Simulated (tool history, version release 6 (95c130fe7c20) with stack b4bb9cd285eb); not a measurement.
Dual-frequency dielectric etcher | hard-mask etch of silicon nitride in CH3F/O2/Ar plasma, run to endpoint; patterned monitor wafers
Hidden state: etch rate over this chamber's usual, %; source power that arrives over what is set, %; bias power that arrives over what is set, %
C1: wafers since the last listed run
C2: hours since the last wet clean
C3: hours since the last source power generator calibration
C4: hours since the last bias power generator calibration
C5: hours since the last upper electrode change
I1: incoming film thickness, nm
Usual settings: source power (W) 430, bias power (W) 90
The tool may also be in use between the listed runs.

{"run": 1, "hour": 0.0, "source power (W)": 360, "bias power (W)": 90, "C1": 0, "C2": 741.9, "C3": 2914.6, "C4": 2328.6, "C5": 2695, "I1": 53.1, "endpoint time (s)": 64.3}
{"run": 2, "hour": 55.9, "source power (W)": 430, "bias power (W)": 90, "C1": 420, "C2": 797.8, "C3": 2970.5, "C4": 2384.5, "C5": 2750.9, "I1": 53.1, "endpoint time (s)": 60.8}
{"hour": 102.0, "done": "wet clean of the chamber"}
{"run": 3, "hour": 145.9, "source power (W)": 430, "bias power (W)": 90, "C1": 496, "C2": 43.9, "C3": 3060.5, "C4": 2474.5, "C5": 2840.9, "I1": 53.2, "endpoint time (s)": 62.7}
{"run": 4, "hour": 196.2, "source power (W)": 430, "bias power (W)": 90, "C1": 378, "C2": 94.2, "C3": 3110.8, "C4": 2524.8, "C5": 2891.2, "I1": 52.7, "endpoint time (s)": 63.2}
{"run": 5, "hour": 279.5, "source power (W)": 450, "bias power (W)": 76, "C1": 626, "C2": 177.5, "C3": 3194.1, "C4": 2608.1, "C5": 2974.5, "I1": 53.1, "endpoint time (s)": 65}
{"run": 6, "hour": 323.1, "source power (W)": 490, "bias power (W)": 90, "C1": 327, "C2": 221.1, "C3": 3237.7, "C4": 2651.7, "C5": 3018.1, "I1": 52.8, "endpoint time (s)": 59}
{"hour": 401.8, "done": "bias power generator calibrated"}
{"run": 7, "hour": 406.5, "source power (W)": 490, "bias power (W)": 90, "C1": 596, "C2": 304.5, "C3": 3321.1, "C4": 4.7, "C5": 3101.5, "I1": 53.2, "endpoint time (s)": 60.3}
{"run": 8, "hour": 495.0, "source power (W)": 480, "bias power (W)": 74, "C1": 665, "C2": 393, "C3": 3409.6, "C4": 93.2, "C5": 3190, "I1": 53.7, "endpoint time (s)": 63.5}
{"run": 9, "hour": 532.6, "source power (W)": 480, "bias power (W)": 74, "C1": 282, "C2": 430.6, "C3": 3447.2, "C4": 130.8, "C5": 3227.6, "I1": 53.2, "endpoint time (s)": 63.4}
{"run": 10, "hour": 609.2, "source power (W)": 480, "bias power (W)": 74, "C1": 575, "C2": 507.2, "C3": 3523.8, "C4": 207.4, "C5": 3304.2, "I1": 53.2, "endpoint time (s)": 62.8}
{"run": 11, "hour": 682.4, "source power (W)": 430, "bias power (W)": 90, "C1": 550, "C2": 580.4, "C3": 3597, "C4": 280.6, "C5": 3377.4, "I1": 53.5, "endpoint time (s)": 62.3}
{"run": 12, "hour": 781.2, "source power (W)": 390, "bias power (W)": 96, "C1": 742, "C2": 679.2, "C3": 3695.8, "C4": 379.4, "C5": 3476.2, "I1": 52.9, "endpoint time (s)": 62.3}
{"hour": 811.3, "done": "wet clean of the chamber"}
{"hour": 858.6, "done": "upper electrode replaced"}
{"run": 13, "hour": 863.2, "source power (W)": 430, "bias power (W)": 90, "C1": 255, "C2": 51.9, "C3": 3777.8, "C4": 461.4, "C5": 4.6, "I1": 53.4, "endpoint time (s)": 62.8}
{"run": 14, "hour": 917.2, "source power (W)": 430, "bias power (W)": 107, "C1": 406, "C2": 105.9, "C3": 3831.8, "C4": 515.4, "C5": 58.6, "I1": 52.9, "endpoint time (s)": 59.1}
{"run": 15, "hour": 1014.5, "source power (W)": 390, "bias power (W)": 90, "C1": 731, "C2": 203.2, "C3": 3929.1, "C4": 612.7, "C5": 155.9, "I1": 52.6, "endpoint time (s)": 63.6}
{"run": 16, "hour": 1095.7, "source power (W)": 430, "bias power (W)": 90, "C1": 610, "C2": 284.4, "C3": 4010.3, "C4": 693.9, "C5": 237.1, "I1": 53.6, "endpoint time (s)": 63.4}
{"run": 17, "hour": 1150.8, "source power (W)": 430, "bias power (W)": 90, "C1": 414, "C2": 339.5, "C3": 4065.4, "C4": 749, "C5": 292.2, "I1": 53.2, "endpoint time (s)": 62.9}
{"run": 18, "hour": 1406.4, "source power (W)": 430, "bias power (W)": 90, "C1": 1921, "C2": 595.1, "C3": 4321, "C4": 1004.6, "C5": 547.8, "I1": 53.5, "endpoint time (s)": 62.1}
{"run": 19, "hour": 1449.0, "source power (W)": 480, "bias power (W)": 110, "C1": 320, "C2": 637.7, "C3": 4363.6, "C4": 1047.2, "C5": 590.4, "I1": 53.7, "endpoint time (s)": 56.2}
{"run": 20, "hour": 1544.6, "source power (W)": 400, "bias power (W)": 81, "C1": 718, "C2": 733.3, "C3": 4459.2, "C4": 1142.8, "C5": 686, "I1": 53.1, "endpoint time (s)": 64}
{"run": 21, "hour": 1627.3, "source power (W)": 530, "bias power (W)": 109, "C1": 621, "C2": 816, "C3": 4541.9, "C4": 1225.5, "C5": 768.7, "I1": 53.2, "endpoint time (s)": 54}
{"hour": 1740.8, "done": "wet clean of the chamber"}
{"run": 22, "hour": 1753.9, "source power (W)": 400, "bias power (W)": 77, "C1": 771, "C2": 13.1, "C3": 4668.5, "C4": 1352.1, "C5": 895.3, "I1": 53.2, "endpoint time (s)": 67.3}
{"run": 23, "hour": 1801.7, "source power (W)": 430, "bias power (W)": 104, "C1": 359, "C2": 60.9, "C3": 4716.3, "C4": 1399.9, "C5": 943.1, "I1": 53.2, "endpoint time (s)": 60.3}
{"hour": 1813.9, "done": "source power generator calibrated"}
{"run": 24, "hour": 1884.2, "source power (W)": 500, "bias power (W)": 96, "C1": 590, "C2": 143.4, "C3": 70.3, "C4": 1482.4, "C5": 1025.6, "I1": 53.4, "endpoint time (s)": 58.3}
{"run": 25, "hour": 1970.9, "source power (W)": 430, "bias power (W)": 90, "C1": 651, "C2": 230.1, "C3": 157, "C4": 1569.1, "C5": 1112.3, "I1": 53.1, "endpoint time (s)": 62}
{"run": 26, "hour": 2044.4, "source power (W)": 480, "bias power (W)": 74, "C1": 552, "C2": 303.6, "C3": 230.5, "C4": 1642.6, "C5": 1185.8, "I1": 53, "endpoint time (s)": 63.9}
{"run": 27, "hour": 2113.6, "source power (W)": 430, "bias power (W)": 90, "C1": 520, "C2": 372.8, "C3": 299.7, "C4": 1711.8, "C5": 1255, "I1": 53.2, "endpoint time (s)": 62.4}
{"run": 28, "hour": 2176.2, "source power (W)": 350, "bias power (W)": 97, "C1": 470, "C2": 435.4, "C3": 362.3, "C4": 1774.4, "C5": 1317.6, "I1": 53, "endpoint time (s)": 63}
{"run": 29, "hour": 2216.5, "source power (W)": 430, "bias power (W)": 90, "C1": 303, "C2": 475.7, "C3": 402.6, "C4": 1814.7, "C5": 1357.9, "I1": 53.3, "endpoint time (s)": 61.4}
{"hour": 2467.2, "done": "wet clean of the chamber"}
{"run": 30, "hour": 2529.5, "source power (W)": 320, "bias power (W)": 107, "C1": 2172, "C2": 62.3, "C3": 715.6, "C4": 2127.7, "C5": 1670.9, "I1": 53.5, "endpoint time (s)": 63.2}
{"run": 31, "hour": 2635.9, "source power (W)": 500, "bias power (W)": 101, "C1": 799, "C2": 168.7, "C3": 822, "C4": 2234.1, "C5": 1777.3, "I1": 53.6, "endpoint time (s)": 58}
{"run": 32, "hour": 2686.2, "source power (W)": 390, "bias power (W)": 90, "C1": 378, "C2": 219, "C3": 872.3, "C4": 2284.4, "C5": 1827.6, "I1": 53.1, "endpoint time (s)": 63.6}
{"run": 33, "hour": 2745.7, "source power (W)": 430, "bias power (W)": 90, "C1": 447, "C2": 278.5, "C3": 931.8, "C4": 2343.9, "C5": 1887.1, "I1": 53.4, "endpoint time (s)": 61.5}
{"run": 34, "hour": 2844.3, "source power (W)": 330, "bias power (W)": 69, "C1": 741, "C2": 377.1, "C3": 1030.4, "C4": 2442.5, "C5": 1985.7, "I1": 52.7, "endpoint time (s)": 69.8}

The tool's hidden state at each run:
source power that arrives over what is set, %: 0 in every run
bias power that arrives over what is set, %: 0 in every run
H1: etch rate over this chamber's usual, %
run=1 H1=3.46
run=2 H1=3.74
run=3 H1=0.142
run=4 H1=0.396
run=5 H1=0.815
run=6 H1=1.04
run=7 H1=1.46
run=8 H1=1.9
run=9 H1=2.09
run=10 H1=2.48
run=11 H1=2.85
run=12 H1=3.34
run=13 H1=-0.0797
run=14 H1=0.192
run=15 H1=0.683
run=16 H1=1.09
run=17 H1=1.37
run=18 H1=2.66
run=19 H1=2.87
run=20 H1=3.35
run=21 H1=3.77
run=22 H1=0.229
run=23 H1=0.47
run=24 H1=0.886
run=25 H1=1.32
run=26 H1=1.69
run=27 H1=2.04
run=28 H1=2.36
run=29 H1=2.56
run=30 H1=1.05
run=31 H1=1.58
run=32 H1=1.84
run=33 H1=2.14
run=34 H1=2.64
